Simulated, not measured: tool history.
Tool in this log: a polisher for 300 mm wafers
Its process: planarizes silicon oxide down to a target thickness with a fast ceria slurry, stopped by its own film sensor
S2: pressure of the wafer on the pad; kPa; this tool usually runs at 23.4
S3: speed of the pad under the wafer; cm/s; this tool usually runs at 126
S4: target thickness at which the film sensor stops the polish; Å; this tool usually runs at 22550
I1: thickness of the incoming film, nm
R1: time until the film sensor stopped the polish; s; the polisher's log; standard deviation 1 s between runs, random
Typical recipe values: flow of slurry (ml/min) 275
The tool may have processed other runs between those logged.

{"run": 1, "hour": 0.0, "flow of slurry (ml/min)": 215, "S2": 23.4, "S3": 126, "S4": 22550, "I1": 3522.4, "R1": 54.1}
{"run": 2, "hour": 18.8, "flow of slurry (ml/min)": 215, "S2": 23.4, "S3": 126, "S4": 22550, "I1": 3489.2, "R1": 51.2}
{"hour": 51.9, "done": "worn pad replaced by a new one"}
{"run": 3, "hour": 52.4, "flow of slurry (ml/min)": 225, "S2": 23.4, "S3": 126, "S4": 22550, "I1": 3462.9, "R1": 49.2}
{"run": 4, "hour": 73.0, "flow of slurry (ml/min)": 225, "S2": 23.4, "S3": 126, "S4": 22550, "I1": 3492.1, "R1": 51.6}
{"run": 5, "hour": 86.9, "flow of slurry (ml/min)": 225, "S2": 23.4, "S3": 126, "S4": 22550, "I1": 3548.2, "R1": 53.5}
{"run": 6, "hour": 100.9, "flow of slurry (ml/min)": 275, "S2": 23.4, "S3": 126, "S4": 19500, "I1": 3543.6, "R1": 66.6}
{"run": 7, "hour": 132.6, "flow of slurry (ml/min)": 275, "S2": 23.4, "S3": 126, "S4": 22550, "I1": 3591.8, "R1": 53.3}
{"run": 8, "hour": 154.2, "flow of slurry (ml/min)": 275, "S2": 23.4, "S3": 126, "S4": 22550, "I1": 3440.1, "R1": 48.5}
{"run": 9, "hour": 177.4, "flow of slurry (ml/min)": 275, "S2": 23.4, "S3": 126, "S4": 21180, "I1": 3549.2, "R1": 58.9}
{"run": 10, "hour": 195.9, "flow of slurry (ml/min)": 275, "S2": 23.4, "S3": 126, "S4": 21180, "I1": 3444.4, "R1": 54.4}
{"run": 11, "hour": 223.7, "flow of slurry (ml/min)": 275, "S2": 23.4, "S3": 126, "S4": 19620, "I1": 3478.3, "R1": 62.8}
{"hour": 245.3, "done": "worn pad replaced by a new one"}
{"run": 12, "hour": 286.4, "flow of slurry (ml/min)": 275, "S2": 23.4, "S3": 126, "S4": 19620, "I1": 3472.2, "R1": 60.7}
{"hour": 301.3, "done": "slurry nozzle cleaned"}
{"run": 13, "hour": 308.2, "flow of slurry (ml/min)": 250, "S2": 23.4, "S3": 126, "S4": 22550, "I1": 3539.6, "R1": 53.1}
{"run": 14, "hour": 336.9, "flow of slurry (ml/min)": 250, "S2": 23.4, "S3": 126, "S4": 22550, "I1": 3523.2, "R1": 52.7}
{"run": 15, "hour": 353.3, "flow of slurry (ml/min)": 275, "S2": 23.4, "S3": 126, "S4": 22550, "I1": 3518.2, "R1": 51.5}
{"run": 16, "hour": 380.5, "flow of slurry (ml/min)": 275, "S2": 23.4, "S3": 126, "S4": 22550, "I1": 3449.1, "R1": 49.3}
{"run": 17, "hour": 403.1, "flow of slurry (ml/min)": 275, "S2": 23.4, "S3": 126, "S4": 22550, "I1": 3459.6, "R1": 50.0}
{"run": 18, "hour": 420.6, "flow of slurry (ml/min)": 275, "S2": 23.4, "S3": 126, "S4": 22550, "I1": 3539.6, "R1": 51.8}
{"hour": 425.9, "done": "worn pad replaced by a new one"}
{"run": 19, "hour": 435.5, "flow of slurry (ml/min)": 220, "S2": 23.4, "S3": 140, "S4": 24590, "I1": 3544.8, "R1": 43.0}
{"hour": 462.0, "done": "head pressure recalibrated"}
{"run": 20, "hour": 471.4, "flow of slurry (ml/min)": 275, "S2": 23.4, "S3": 126, "S4": 22550, "I1": 3537.2, "R1": 51.0}
{"run": 21, "hour": 495.5, "flow of slurry (ml/min)": 275, "S2": 20.0, "S3": 88, "S4": 22550, "I1": 3536.0, "R1": 87.4}
{"run": 22, "hour": 531.4, "flow of slurry (ml/min)": 310, "S2": 23.4, "S3": 126, "S4": 22550, "I1": 3556.2, "R1": 52.4}
{"run": 23, "hour": 558.2, "flow of slurry (ml/min)": 310, "S2": 26.9, "S3": 112, "S4": 18590, "I1": 3501.3, "R1": 66.2}
{"hour": 579.4, "done": "worn pad replaced by a new one"}
{"run": 24, "hour": 592.3, "flow of slurry (ml/min)": 275, "S2": 23.4, "S3": 112, "S4": 22550, "I1": 3583.9, "R1": 60.3}
{"run": 25, "hour": 614.2, "flow of slurry (ml/min)": 275, "S2": 23.4, "S3": 126, "S4": 25470, "I1": 3482.9, "R1": 38.2}
{"run": 26, "hour": 646.3, "flow of slurry (ml/min)": 355, "S2": 23.4, "S3": 126, "S4": 22550, "I1": 3511.7, "R1": 50.1}
{"run": 27, "hour": 665.7, "flow of slurry (ml/min)": 335, "S2": 23.4, "S3": 140, "S4": 22550, "I1": 3508.8, "R1": 46.4}
{"run": 28, "hour": 684.7, "flow of slurry (ml/min)": 275, "S2": 23.4, "S3": 126, "S4": 26400, "I1": 3451.9, "R1": 34.3}
{"run": 29, "hour": 713.6, "flow of slurry (ml/min)": 300, "S2": 23.4, "S3": 126, "S4": 22550, "I1": 3508.1, "R1": 50.4}
{"hour": 741.7, "done": "worn pad replaced by a new one"}
{"run": 30, "hour": 746.3, "flow of slurry (ml/min)": 275, "S2": 23.4, "S3": 126, "S4": 22550, "I1": 3513.6, "R1": 50.2}
{"run": 31, "hour": 779.6, "flow of slurry (ml/min)": 275, "S2": 23.4, "S3": 126, "S4": 22550, "I1": 3502.8, "R1": 51.8}
{"run": 32, "hour": 791.7, "flow of slurry (ml/min)": 275, "S2": 23.4, "S3": 126, "S4": 22550, "I1": 3561.6, "R1": 53.8}
{"run": 33, "hour": 827.0, "flow of slurry (ml/min)": 275, "S2": 23.4, "S3": 126, "S4": 22550, "I1": 3572.7, "R1": 54.8}
{"run": 34, "hour": 845.0, "flow of slurry (ml/min)": 275, "S2": 23.4, "S3": 154, "S4": 24840, "I1": 3471.2, "R1": 34.0}
{"run": 35, "hour": 867.0, "flow of slurry (ml/min)": 275, "S2": 18.6, "S3": 126, "S4": 22550, "I1": 3492.7, "R1": 62.2}
{"run": 36, "hour": 898.4, "flow of slurry (ml/min)": 275, "S2": 29.0, "S3": 126, "S4": 20470, "I1": 3458.7, "R1": 47.7}

Consider 3 possible next runs. They are alternatives, not a sequence: every one starts from the tool as it was left by run 36. What does each give?
{"run": "A", "hour": 898.8, "flow of slurry (ml/min)": 275, "S2": 23.4, "S3": 150, "S4": 22550, "I1": 3570.1, "R1": "?"}
{"run": "B", "hour": 898.8, "flow of slurry (ml/min)": 245, "S2": 31.7, "S3": 126, "S4": 19470, "I1": 3570.1, "R1": "?"}
{"run": "C", "hour": 898.8, "flow of slurry (ml/min)": 275, "S2": 16.5, "S3": 126, "S4": 22550, "I1": 3570.1, "R1": "?"}

run=A R1=45.9
run=B R1=50.5
run=C R1=77.4
With the hidden condition removed and each run's random variation left untouched, the same runs would have given:
run=A R1=45.9
run=B R1=50.5
run=C R1=77.4
